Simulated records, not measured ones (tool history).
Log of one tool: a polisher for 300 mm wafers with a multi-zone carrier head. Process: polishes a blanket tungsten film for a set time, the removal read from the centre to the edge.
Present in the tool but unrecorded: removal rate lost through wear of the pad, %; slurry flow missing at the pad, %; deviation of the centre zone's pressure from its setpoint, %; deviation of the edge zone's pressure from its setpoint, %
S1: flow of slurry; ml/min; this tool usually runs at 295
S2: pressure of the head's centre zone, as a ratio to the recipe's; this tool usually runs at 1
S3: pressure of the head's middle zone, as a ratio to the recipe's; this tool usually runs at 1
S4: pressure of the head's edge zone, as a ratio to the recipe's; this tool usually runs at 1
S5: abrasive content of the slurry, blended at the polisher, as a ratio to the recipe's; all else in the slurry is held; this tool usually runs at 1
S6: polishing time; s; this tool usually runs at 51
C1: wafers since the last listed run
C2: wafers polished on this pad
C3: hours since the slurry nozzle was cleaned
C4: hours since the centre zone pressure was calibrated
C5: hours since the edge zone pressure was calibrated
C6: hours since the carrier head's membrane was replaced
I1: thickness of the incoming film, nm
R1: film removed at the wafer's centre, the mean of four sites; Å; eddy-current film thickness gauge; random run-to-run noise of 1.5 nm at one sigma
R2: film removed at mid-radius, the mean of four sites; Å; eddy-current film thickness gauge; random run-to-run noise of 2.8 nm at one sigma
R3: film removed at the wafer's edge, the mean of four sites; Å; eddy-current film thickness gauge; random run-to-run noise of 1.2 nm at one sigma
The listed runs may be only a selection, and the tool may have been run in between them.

run 1 day=0 | S1=295 S2=1 S3=1 S4=1 S5=1 S6=51 | C1=0 C2=655 C3=361.1 C4=454 C5=1220.1 C6=1514.1 | I1=1016.9 | R1=2025 R2=1910 R3=1954
-- day=1.533 centre zone pressure recalibrated
run 2 day=1.554 | S1=255 S2=1 S3=1 S4=1 S5=1 S6=51 | C1=416 C2=1071 C3=398.4 C4=0.5 C5=1257.4 C6=1551.4 | I1=1001.2 | R1=1809 R2=1843 R3=1898
run 3 day=2.246 | S1=255 S2=1 S3=1 S4=1 S5=1 S6=51 | C1=195 C2=1267 C3=415 C4=17.1 C5=1274 C6=1568 | I1=1012.4 | R1=1807 R2=1849 R3=1866
run 4 day=2.812 | S1=255 S2=1 S3=1 S4=1 S5=1 S6=51 | C1=160 C2=1427 C3=428.6 C4=30.7 C5=1287.6 C6=1581.6 | I1=1019.2 | R1=1780 R2=1822 R3=1850
run 5 day=3.671 | S1=295 S2=1 S3=1 S4=1 S5=1 S6=51 | C1=242 C2=1670 C3=449.2 C4=51.3 C5=1308.2 C6=1602.2 | I1=1002.5 | R1=1806 R2=1795 R3=1849
-- day=4.1 worn pad replaced by a new one
run 6 day=4.829 | S1=295 S2=1 S3=1 S4=0.93 S5=1 S6=51 | C1=280 C2=206 C3=477 C4=79.1 C5=1336 C6=1630 | I1=996.9 | R1=1905 R2=1923 R3=1891
run 7 day=5.421 | S1=295 S2=1 S3=1 S4=1 S5=1 S6=51 | C1=167 C2=373 C3=491.2 C4=93.3 C5=1350.2 C6=1644.2 | I1=988.7 | R1=1921 R2=1869 R3=1948
run 8 day=6.112 | S1=295 S2=1 S3=1 S4=1 S5=1 S6=51 | C1=195 C2=569 C3=507.8 C4=109.9 C5=1366.8 C6=1660.8 | I1=999.1 | R1=1923 R2=1893 R3=1936
-- day=6.521 edge zone pressure recalibrated
run 9 day=7.521 | S1=220 S2=1 S3=0.88 S4=0.95 S5=1 S6=42 | C1=374 C2=944 C3=541.6 C4=143.7 C5=24 C6=1694.6 | I1=993.2 | R1=1513 R2=1320 R3=1487
run 10 day=8.588 | S1=295 S2=1 S3=1 S4=1.03 S5=1 S6=64 | C1=301 C2=1246 C3=567.2 C4=169.3 C5=49.6 C6=1720.2 | I1=984 | R1=2381 R2=2361 R3=2395
run 11 day=9.658 | S1=295 S2=1 S3=0.89 S4=1.11 S5=1 S6=51 | C1=302 C2=1549 C3=592.9 C4=195 C5=75.3 C6=1745.9 | I1=993.7 | R1=1878 R2=1679 R3=1976
-- day=10.392 worn pad replaced by a new one
-- day=10.875 slurry nozzle cleaned
run 12 day=10.896 | S1=295 S2=1 S3=1 S4=1 S5=1 S6=51 | C1=291 C2=130 C3=0.5 C4=224.7 C5=105 C6=1775.6 | I1=992.8 | R1=1918 R2=1954 R3=1936
-- day=11.875 carrier head's membrane replaced by a new one
run 13 day=11.896 | S1=235 S2=1.12 S3=0.95 S4=1 S5=1.2 S6=51 | C1=223 C2=354 C3=24.5 C4=248.7 C5=129 C6=0.5 | I1=997.8 | R1=2154 R2=1862 R3=2020
run 14 day=12.896 | S1=295 S2=0.89 S3=1 S4=0.94 S5=1 S6=51 | C1=282 C2=637 C3=48.5 C4=272.7 C5=153 C6=24.5 | I1=987.3 | R1=1806 R2=1917 R3=1904
run 15 day=14.221 | S1=205 S2=0.93 S3=1 S4=1 S5=1 S6=51 | C1=374 C2=1012 C3=80.3 C4=304.5 C5=184.8 C6=56.3 | I1=999.3 | R1=1736 R2=1757 R3=1844
run 16 day=14.762 | S1=400 S2=1 S3=1 S4=1 S5=1 S6=51 | C1=153 C2=1165 C3=93.3 C4=317.5 C5=197.8 C6=69.3 | I1=992.6 | R1=2005 R2=1880 R3=1935
run 17 day=15.642 | S1=220 S2=1 S3=1 S4=1 S5=0.75 S6=51 | C1=248 C2=1414 C3=114.4 C4=338.6 C5=218.9 C6=90.4 | I1=1004.8 | R1=1695 R2=1609 R3=1679
run 18 day=16.729 | S1=330 S2=1 S3=1 S4=1 S5=1 S6=62 | C1=307 C2=1722 C3=140.5 C4=364.7 C5=245 C6=116.5 | I1=998.5 | R1=2330 R2=2240 R3=2271
-- day=17.092 worn pad replaced by a new one
run 19 day=17.942 | S1=295 S2=1 S3=1 S4=0.95 S5=1 S6=51 | C1=295 C2=240 C3=169.6 C4=393.8 C5=274.1 C6=145.6 | I1=1009.7 | R1=1985 R2=1907 R3=1889
run 20 day=18.838 | S1=295 S2=1 S3=1 S4=1 S5=1 S6=51 | C1=253 C2=493 C3=191.1 C4=415.3 C5=295.6 C6=167.1 | I1=996.9 | R1=2024 R2=1882 R3=1948

Branching from run 20: 5 alternative next runs. What would each branch give?
run A day=18.854 | S1=295 S2=1.08 S3=1 S4=1 S5=1 S6=51 | C1=4 C2=498 C3=191.5 C4=415.7 C5=296 C6=167.5 | I1=984.2 | R1=? R2=? R3=?
run B day=18.854 | S1=295 S2=1 S3=1.11 S4=1 S5=1.1 S6=51 | C1=4 C2=498 C3=191.5 C4=415.7 C5=296 C6=167.5 | I1=984.2 | R1=? R2=? R3=?
run C day=18.854 | S1=345 S2=1 S3=1 S4=1 S5=1 S6=51 | C1=4 C2=498 C3=191.5 C4=415.7 C5=296 C6=167.5 | I1=984.2 | R1=? R2=? R3=?
run D day=18.854 | S1=295 S2=1.05 S3=1.09 S4=0.91 S5=0.7 S6=51 | C1=4 C2=498 C3=191.5 C4=415.7 C5=296 C6=167.5 | I1=984.2 | R1=? R2=? R3=?
run E day=18.854 | S1=295 S2=1 S3=1.06 S4=1 S5=1 S6=51 | C1=4 C2=498 C3=191.5 C4=415.7 C5=296 C6=167.5 | I1=984.2 | R1=? R2=? R3=?

run=A R1=2123 R2=1924 R3=1931
run=B R1=2072 R2=2160 R3=1980
run=C R1=2050 R2=1954 R3=1954
run=D R1=1883 R2=1870 R3=1666
run=E R1=2017 R2=2022 R3=1929
Take away the tool's hidden state, keep each run's random variation, and the runs would have read:
run=A R1=2013 R2=1938 R3=1944
run=B R1=1964 R2=2176 R3=1994
run=C R1=1944 R2=1969 R3=1967
run=D R1=1785 R2=1884 R3=1678
run=E R1=1912 R2=2037 R3=1943
